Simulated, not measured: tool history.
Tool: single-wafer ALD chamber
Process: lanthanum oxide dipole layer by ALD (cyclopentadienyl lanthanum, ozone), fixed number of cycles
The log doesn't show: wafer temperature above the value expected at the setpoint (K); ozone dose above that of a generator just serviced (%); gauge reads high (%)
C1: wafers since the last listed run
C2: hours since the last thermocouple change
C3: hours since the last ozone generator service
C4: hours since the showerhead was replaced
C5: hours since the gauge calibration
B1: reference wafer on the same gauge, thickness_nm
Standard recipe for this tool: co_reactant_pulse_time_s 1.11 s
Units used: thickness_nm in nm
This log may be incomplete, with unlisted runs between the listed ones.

run 1 hour=0.0 | co_reactant_pulse_time_s=1.11 | C1=0 C2=2094.9 C3=1442.9 C4=2193.8 C5=61.9 | B1=0.541 | thickness_nm=0.424
run 2 hour=32.8 | co_reactant_pulse_time_s=1.31 | C1=434 C2=2127.7 C3=1475.7 C4=2226.6 C5=94.7 | B1=0.541 | thickness_nm=0.446
run 3 hour=59.6 | co_reactant_pulse_time_s=1.11 | C1=354 C2=2154.5 C3=1502.5 C4=2253.4 C5=121.5 | B1=0.541 | thickness_nm=0.422
run 4 hour=85.7 | co_reactant_pulse_time_s=1.11 | C1=345 C2=2180.6 C3=1528.6 C4=2279.5 C5=147.6 | B1=0.541 | thickness_nm=0.423
run 5 hour=99.9 | co_reactant_pulse_time_s=1.11 | C1=188 C2=2194.8 C3=1542.8 C4=2293.7 C5=161.8 | B1=0.541 | thickness_nm=0.421
run 6 hour=131.1 | co_reactant_pulse_time_s=1.11 | C1=413 C2=2226.0 C3=1574.0 C4=2324.9 C5=193.0 | B1=0.541 | thickness_nm=0.421
-- hour=150.5 ozone generator serviced
run 7 hour=160.6 | co_reactant_pulse_time_s=1.11 | C1=284 C2=2255.5 C3=10.1 C4=2354.4 C5=222.5 | B1=0.541 | thickness_nm=0.478
run 8 hour=173.4 | co_reactant_pulse_time_s=1.11 | C1=169 C2=2268.3 C3=22.9 C4=2367.2 C5=235.3 | B1=0.541 | thickness_nm=0.479
run 9 hour=191.3 | co_reactant_pulse_time_s=1.11 | C1=236 C2=2286.2 C3=40.8 C4=2385.1 C5=253.2 | B1=0.541 | thickness_nm=0.477
-- hour=227.2 thermocouple changed; heater temperature recalibrated
run 10 hour=227.7 | co_reactant_pulse_time_s=1.11 | C1=376 C2=0.5 C3=77.2 C4=2421.5 C5=289.6 | B1=0.541 | thickness_nm=0.474
-- hour=240.0 gauge calibrated
run 11 hour=260.5 | co_reactant_pulse_time_s=1.11 | C1=434 C2=33.3 C3=110.0 C4=2454.3 C5=20.5 | B1=0.541 | thickness_nm=0.472
run 12 hour=296.2 | co_reactant_pulse_time_s=1.24 | C1=472 C2=69.0 C3=145.7 C4=2490.0 C5=56.2 | B1=0.541 | thickness_nm=0.483
-- hour=306.3 showerhead replaced
run 13 hour=320.8 | co_reactant_pulse_time_s=0.71 | C1=219 C2=93.6 C3=170.3 C4=14.5 C5=80.8 | B1=0.541 | thickness_nm=0.404
run 14 hour=335.7 | co_reactant_pulse_time_s=0.92 | C1=197 C2=108.5 C3=185.2 C4=29.4 C5=95.7 | B1=0.541 | thickness_nm=0.442
run 15 hour=363.3 | co_reactant_pulse_time_s=0.89 | C1=365 C2=136.1 C3=212.8 C4=57.0 C5=123.3 | B1=0.541 | thickness_nm=0.436
run 16 hour=393.9 | co_reactant_pulse_time_s=0.81 | C1=405 C2=166.7 C3=243.4 C4=87.6 C5=153.9 | B1=0.541 | thickness_nm=0.419
run 17 hour=423.7 | co_reactant_pulse_time_s=1.25 | C1=394 C2=196.5 C3=273.2 C4=117.4 C5=183.7 | B1=0.541 | thickness_nm=0.477
run 18 hour=445.3 | co_reactant_pulse_time_s=0.94 | C1=285 C2=218.1 C3=294.8 C4=139.0 C5=205.3 | B1=0.541 | thickness_nm=0.437
run 19 hour=463.3 | co_reactant_pulse_time_s=1.53 | C1=238 C2=236.1 C3=312.8 C4=157.0 C5=223.3 | B1=0.541 | thickness_nm=0.497

Consider 4 possible next runs. They are alternatives, not a sequence: every one starts from the tool as it was left by run 19. What does each give?
run A hour=463.7 | co_reactant_pulse_time_s=1.54 | C1=5 C2=236.5 C3=313.2 C4=157.4 C5=223.7 | B1=? | thickness_nm=?
run B hour=463.7 | co_reactant_pulse_time_s=1.45 | C1=5 C2=236.5 C3=313.2 C4=157.4 C5=223.7 | B1=? | thickness_nm=?
run C hour=463.7 | co_reactant_pulse_time_s=0.90 | C1=5 C2=236.5 C3=313.2 C4=157.4 C5=223.7 | B1=? | thickness_nm=?
run D hour=463.7 | co_reactant_pulse_time_s=1.42 | C1=5 C2=236.5 C3=313.2 C4=157.4 C5=223.7 | B1=? | thickness_nm=?

run=A B1=0.541 thickness_nm=0.497
run=B B1=0.541 thickness_nm=0.491
run=C B1=0.541 thickness_nm=0.430
run=D B1=0.541 thickness_nm=0.489
Without the tool's unlogged condition, the same runs would have read:
run=A thickness_nm=0.514
run=B thickness_nm=0.509
run=C thickness_nm=0.458
run=D thickness_nm=0.508

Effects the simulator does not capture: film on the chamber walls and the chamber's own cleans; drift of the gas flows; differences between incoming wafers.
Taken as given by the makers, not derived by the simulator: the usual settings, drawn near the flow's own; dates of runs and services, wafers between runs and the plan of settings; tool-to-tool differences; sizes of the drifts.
